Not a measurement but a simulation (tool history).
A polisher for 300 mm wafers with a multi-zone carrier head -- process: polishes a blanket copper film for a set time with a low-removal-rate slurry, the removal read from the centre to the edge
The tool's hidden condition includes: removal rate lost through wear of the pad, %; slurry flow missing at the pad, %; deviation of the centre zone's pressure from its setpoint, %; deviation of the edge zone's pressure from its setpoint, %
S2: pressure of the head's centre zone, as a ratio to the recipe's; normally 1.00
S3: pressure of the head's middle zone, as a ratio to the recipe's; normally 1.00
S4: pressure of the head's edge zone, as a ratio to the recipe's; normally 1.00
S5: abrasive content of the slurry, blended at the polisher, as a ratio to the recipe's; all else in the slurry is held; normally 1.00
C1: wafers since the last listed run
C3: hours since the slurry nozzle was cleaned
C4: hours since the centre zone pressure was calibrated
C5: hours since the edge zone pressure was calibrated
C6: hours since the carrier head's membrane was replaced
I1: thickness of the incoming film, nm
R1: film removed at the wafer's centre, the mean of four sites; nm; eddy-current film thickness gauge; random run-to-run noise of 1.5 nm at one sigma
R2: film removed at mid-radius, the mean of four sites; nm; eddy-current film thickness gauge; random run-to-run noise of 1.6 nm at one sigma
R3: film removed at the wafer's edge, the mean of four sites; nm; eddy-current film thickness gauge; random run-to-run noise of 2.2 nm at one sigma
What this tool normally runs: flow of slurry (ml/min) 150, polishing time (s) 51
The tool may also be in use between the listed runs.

run 1 hour=0.0 | flow_of_slurry_(ml/min)=150 S2=1.00 S3=1.00 S4=1.00 S5=1.00 polishing_time_(s)=51 | C1=0 wafers_polished_on_this_pad=543 C3=555.7 C4=1292.6 C5=299.7 C6=593.2 | I1=1196.0 | R1=137.7 R2=157.8 R3=150.8
run 2 hour=12.2 | flow_of_slurry_(ml/min)=150 S2=1.00 S3=1.00 S4=1.00 S5=1.00 polishing_time_(s)=51 | C1=154 wafers_polished_on_this_pad=698 C3=567.9 C4=1304.8 C5=311.9 C6=605.4 | I1=1188.4 | R1=137.8 R2=157.4 R3=149.9
-- hour=17.8 centre zone pressure recalibrated
run 3 hour=19.1 | flow_of_slurry_(ml/min)=150 S2=1.00 S3=1.00 S4=1.00 S5=1.00 polishing_time_(s)=51 | C1=62 wafers_polished_on_this_pad=760 C3=574.8 C4=1.3 C5=318.8 C6=612.3 | I1=1206.4 | R1=176.0 R2=158.2 R3=150.8
run 4 hour=33.3 | flow_of_slurry_(ml/min)=150 S2=1.00 S3=1.00 S4=1.00 S5=1.00 polishing_time_(s)=51 | C1=180 wafers_polished_on_this_pad=940 C3=589.0 C4=15.5 C5=333.0 C6=626.5 | I1=1223.3 | R1=177.9 R2=158.3 R3=150.0
run 5 hour=50.8 | flow_of_slurry_(ml/min)=150 S2=1.00 S3=1.00 S4=1.00 S5=1.00 polishing_time_(s)=44 | C1=221 wafers_polished_on_this_pad=1162 C3=606.5 C4=33.0 C5=350.5 C6=644.0 | I1=1200.5 | R1=152.1 R2=137.2 R3=130.8
-- hour=68.9 worn pad replaced by a new one
run 6 hour=69.4 | flow_of_slurry_(ml/min)=150 S2=1.00 S3=1.00 S4=1.00 S5=1.00 polishing_time_(s)=51 | C1=185 wafers_polished_on_this_pad=6 C3=625.1 C4=51.6 C5=369.1 C6=662.6 | I1=1207.9 | R1=177.1 R2=156.8 R3=154.9
run 7 hour=74.2 | flow_of_slurry_(ml/min)=100 S2=1.08 S3=1.00 S4=1.00 S5=1.00 polishing_time_(s)=51 | C1=60 wafers_polished_on_this_pad=66 C3=629.9 C4=56.4 C5=373.9 C6=667.4 | I1=1209.2 | R1=179.1 R2=148.8 R3=145.9
run 8 hour=86.2 | flow_of_slurry_(ml/min)=150 S2=0.88 S3=1.00 S4=1.00 S5=1.00 polishing_time_(s)=51 | C1=152 wafers_polished_on_this_pad=219 C3=641.9 C4=68.4 C5=385.9 C6=679.4 | I1=1231.0 | R1=157.5 R2=159.1 R3=151.9
run 9 hour=101.6 | flow_of_slurry_(ml/min)=150 S2=1.00 S3=1.00 S4=1.00 S5=1.00 polishing_time_(s)=51 | C1=195 wafers_polished_on_this_pad=414 C3=657.3 C4=83.8 C5=401.3 C6=694.8 | I1=1229.9 | R1=179.5 R2=155.7 R3=153.1
-- hour=105.5 centre zone pressure recalibrated, repeated, since the last time left the tool worse
run 10 hour=109.4 | flow_of_slurry_(ml/min)=150 S2=0.92 S3=1.00 S4=1.09 S5=1.00 polishing_time_(s)=56 | C1=73 wafers_polished_on_this_pad=487 C3=665.1 C4=3.9 C5=409.1 C6=702.6 | I1=1219.5 | R1=152.2 R2=174.3 R3=170.9
run 11 hour=116.2 | flow_of_slurry_(ml/min)=150 S2=1.00 S3=1.00 S4=1.00 S5=1.00 polishing_time_(s)=51 | C1=86 wafers_polished_on_this_pad=574 C3=671.9 C4=10.7 C5=415.9 C6=709.4 | I1=1209.6 | R1=152.2 R2=157.2 R3=150.8
-- hour=134.2 slurry nozzle cleaned
run 12 hour=134.7 | flow_of_slurry_(ml/min)=180 S2=1.00 S3=1.05 S4=0.91 S5=1.00 polishing_time_(s)=59 | C1=221 wafers_polished_on_this_pad=796 C3=0.5 C4=29.2 C5=434.4 C6=727.9 | I1=1206.7 | R1=182.1 R2=195.5 R3=170.5
-- hour=143.8 carrier head's membrane replaced by a new one
run 13 hour=145.1 | flow_of_slurry_(ml/min)=150 S2=1.00 S3=1.00 S4=1.00 S5=1.00 polishing_time_(s)=51 | C1=68 wafers_polished_on_this_pad=864 C3=10.9 C4=39.6 C5=444.8 C6=1.3 | I1=1194.8 | R1=150.7 R2=155.9 R3=157.2
-- hour=169.9 edge zone pressure recalibrated
run 14 hour=174.1 | flow_of_slurry_(ml/min)=150 S2=1.00 S3=1.00 S4=1.00 S5=1.00 polishing_time_(s)=51 | C1=342 wafers_polished_on_this_pad=1206 C3=39.9 C4=68.6 C5=4.2 C6=30.3 | I1=1222.4 | R1=151.7 R2=156.3 R3=152.2
-- hour=185.0 worn pad replaced by a new one
run 15 hour=188.1 | flow_of_slurry_(ml/min)=150 S2=1.00 S3=1.00 S4=1.00 S5=1.00 polishing_time_(s)=51 | C1=126 wafers_polished_on_this_pad=39 C3=53.9 C4=82.6 C5=18.2 C6=44.3 | I1=1202.8 | R1=150.9 R2=158.5 R3=150.8
run 16 hour=205.4 | flow_of_slurry_(ml/min)=150 S2=1.00 S3=1.00 S4=1.12 S5=1.00 polishing_time_(s)=51 | C1=219 wafers_polished_on_this_pad=258 C3=71.2 C4=99.9 C5=35.5 C6=61.6 | I1=1201.0 | R1=149.9 R2=158.0 R3=156.4
run 17 hour=216.4 | flow_of_slurry_(ml/min)=180 S2=1.00 S3=0.92 S4=1.00 S5=1.25 polishing_time_(s)=51 | C1=139 wafers_polished_on_this_pad=398 C3=82.2 C4=110.9 C5=46.5 C6=72.6 | I1=1186.5 | R1=160.6 R2=160.1 R3=163.8
run 18 hour=241.9 | flow_of_slurry_(ml/min)=150 S2=1.00 S3=1.00 S4=1.00 S5=1.20 polishing_time_(s)=56 | C1=323 wafers_polished_on_this_pad=721 C3=107.7 C4=136.4 C5=72.0 C6=98.1 | I1=1197.1 | R1=171.0 R2=182.1 R3=170.1
run 19 hour=255.0 | flow_of_slurry_(ml/min)=130 S2=1.00 S3=1.00 S4=1.00 S5=1.20 polishing_time_(s)=51 | C1=166 wafers_polished_on_this_pad=887 C3=120.8 C4=149.5 C5=85.1 C6=111.2 | I1=1218.6 | R1=150.1 R2=162.0 R3=153.3
run 20 hour=267.8 | flow_of_slurry_(ml/min)=150 S2=1.00 S3=0.91 S4=1.00 S5=1.10 polishing_time_(s)=40 | C1=162 wafers_polished_on_this_pad=1050 C3=133.6 C4=162.3 C5=97.9 C6=124.0 | I1=1206.9 | R1=119.6 R2=117.5 R3=122.4
run 21 hour=279.7 | flow_of_slurry_(ml/min)=150 S2=1.00 S3=0.89 S4=1.00 S5=1.00 polishing_time_(s)=44 | C1=150 wafers_polished_on_this_pad=1200 C3=145.5 C4=174.2 C5=109.8 C6=135.9 | I1=1220.1 | R1=129.0 R2=124.8 R3=133.9
-- hour=291.1 worn pad replaced by a new one
run 22 hour=291.6 | flow_of_slurry_(ml/min)=150 S2=1.00 S3=1.00 S4=1.00 S5=1.00 polishing_time_(s)=51 | C1=100 wafers_polished_on_this_pad=6 C3=157.4 C4=186.1 C5=121.7 C6=147.8 | I1=1213.0 | R1=148.4 R2=158.4 R3=154.0

Here are 3 independent what-if runs from the current tool condition. What would each one return?
run A hour=292.0 | flow_of_slurry_(ml/min)=150 S2=1.00 S3=1.00 S4=1.00 S5=0.90 polishing_time_(s)=51 | C1=5 wafers_polished_on_this_pad=11 C3=157.8 C4=186.5 C5=122.1 C6=148.2 | I1=1223.3 | R1=? R2=? R3=?
run B hour=292.0 | flow_of_slurry_(ml/min)=150 S2=0.95 S3=1.00 S4=1.00 S5=1.00 polishing_time_(s)=51 | C1=5 wafers_polished_on_this_pad=11 C3=157.8 C4=186.5 C5=122.1 C6=148.2 | I1=1223.3 | R1=? R2=? R3=?
run C hour=292.0 | flow_of_slurry_(ml/min)=150 S2=1.00 S3=1.00 S4=1.11 S5=1.25 polishing_time_(s)=51 | C1=5 wafers_polished_on_this_pad=11 C3=157.8 C4=186.5 C5=122.1 C6=148.2 | I1=1223.3 | R1=? R2=? R3=?

run=A R1=145.3 R2=153.6 R3=147.7
run=B R1=140.7 R2=156.7 R3=150.6
run=C R1=154.7 R2=163.6 R3=165.6
The same runs, with their run-to-run variation unchanged, on a tool lacking any hidden condition would have given:
run=A R1=147.1 R2=153.6 R3=147.7
run=B R1=142.5 R2=156.7 R3=150.6
run=C R1=156.7 R2=163.6 R3=165.6

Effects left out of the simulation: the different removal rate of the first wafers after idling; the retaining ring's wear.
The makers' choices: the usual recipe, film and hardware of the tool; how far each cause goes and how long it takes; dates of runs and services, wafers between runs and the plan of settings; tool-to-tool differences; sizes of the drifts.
